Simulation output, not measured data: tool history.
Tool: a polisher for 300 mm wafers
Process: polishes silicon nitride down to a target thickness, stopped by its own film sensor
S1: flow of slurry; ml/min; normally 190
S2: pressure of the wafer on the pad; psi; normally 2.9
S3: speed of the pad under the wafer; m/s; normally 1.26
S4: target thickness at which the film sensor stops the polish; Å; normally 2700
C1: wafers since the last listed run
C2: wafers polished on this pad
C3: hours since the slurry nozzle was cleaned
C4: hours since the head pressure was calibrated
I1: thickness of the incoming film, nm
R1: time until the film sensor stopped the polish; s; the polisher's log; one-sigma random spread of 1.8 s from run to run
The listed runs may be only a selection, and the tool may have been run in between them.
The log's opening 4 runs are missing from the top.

{"run": 5, "day": 3.008, "S1": 190, "S2": 2.9, "S3": 1.26, "S4": 2450, "C1": 500, "C2": 848, "C3": 858.7, "C4": 1117.4, "I1": 425.2, "R1": 133.7}
{"day": 3.933, "done": "worn pad replaced by a new one"}
{"run": 6, "day": 4.254, "S1": 190, "S2": 3.2, "S3": 1.26, "S4": 3110, "C1": 302, "C2": 89, "C3": 888.6, "C4": 1147.3, "I1": 428.8, "R1": 71.2}
{"run": 7, "day": 4.738, "S1": 190, "S2": 3.2, "S3": 1.26, "S4": 3110, "C1": 135, "C2": 224, "C3": 900.2, "C4": 1158.9, "I1": 424.4, "R1": 70.3}
{"run": 8, "day": 5.192, "S1": 190, "S2": 3.2, "S3": 1.26, "S4": 3110, "C1": 127, "C2": 352, "C3": 911.1, "C4": 1169.8, "I1": 428.6, "R1": 73}
{"run": 9, "day": 5.817, "S1": 230, "S2": 2.9, "S3": 1.26, "S4": 2700, "C1": 175, "C2": 527, "C3": 926.1, "C4": 1184.8, "I1": 430.6, "R1": 110.8}
{"run": 10, "day": 6.375, "S1": 190, "S2": 2.9, "S3": 1, "S4": 2700, "C1": 156, "C2": 683, "C3": 939.5, "C4": 1198.2, "I1": 434.2, "R1": 139.6}
{"run": 11, "day": 6.646, "S1": 190, "S2": 2.9, "S3": 1, "S4": 2700, "C1": 75, "C2": 759, "C3": 946, "C4": 1204.7, "I1": 426.2, "R1": 130.9}
{"run": 12, "day": 7.15, "S1": 190, "S2": 2.9, "S3": 1.26, "S4": 2700, "C1": 141, "C2": 900, "C3": 958.1, "C4": 1216.8, "I1": 432.8, "R1": 115.7}
{"day": 7.479, "done": "slurry nozzle cleaned"}
{"day": 7.804, "done": "worn pad replaced by a new one"}
{"run": 13, "day": 7.825, "S1": 190, "S2": 2.9, "S3": 1.26, "S4": 2700, "C1": 130, "C2": 5, "C3": 8.3, "C4": 1233, "I1": 437.4, "R1": 111}
{"run": 14, "day": 8.029, "S1": 190, "S2": 2.9, "S3": 1.26, "S4": 2700, "C1": 57, "C2": 62, "C3": 13.2, "C4": 1237.9, "I1": 420.5, "R1": 100.5}
{"run": 15, "day": 8.325, "S1": 190, "S2": 2.9, "S3": 1.26, "S4": 2700, "C1": 82, "C2": 145, "C3": 20.3, "C4": 1245, "I1": 429.2, "R1": 104.1}
{"run": 16, "day": 8.788, "S1": 190, "S2": 2.9, "S3": 0.98, "S4": 2860, "C1": 129, "C2": 275, "C3": 31.4, "C4": 1256.1, "I1": 422.9, "R1": 111.3}
{"run": 17, "day": 9.204, "S1": 190, "S2": 2.9, "S3": 0.98, "S4": 2860, "C1": 116, "C2": 391, "C3": 41.4, "C4": 1266.1, "I1": 435.3, "R1": 125.6}
{"run": 18, "day": 9.508, "S1": 190, "S2": 2.9, "S3": 1.26, "S4": 2700, "C1": 85, "C2": 477, "C3": 48.7, "C4": 1273.4, "I1": 437.1, "R1": 114.7}
{"run": 19, "day": 9.958, "S1": 190, "S2": 2.2, "S3": 1.26, "S4": 3080, "C1": 126, "C2": 603, "C3": 59.5, "C4": 1284.2, "I1": 431.7, "R1": 116.3}
{"run": 20, "day": 10.625, "S1": 190, "S2": 2.9, "S3": 1.26, "S4": 2700, "C1": 186, "C2": 789, "C3": 75.5, "C4": 1300.2, "I1": 438, "R1": 119.3}

Run 21, settings as shown, results not yet in. Your forecast:
{"run": 21, "day": 11.046, "S1": 190, "S2": 2.9, "S3": 1.26, "S4": 2700, "C1": 117, "C2": 907, "C3": 85.6, "C4": 1310.3, "I1": 423.6, "R1": "?"}

{"run 21": {"R1": 115.1}}
Had the tool carried no hidden state, the very same run would have given R1 105.4 s.
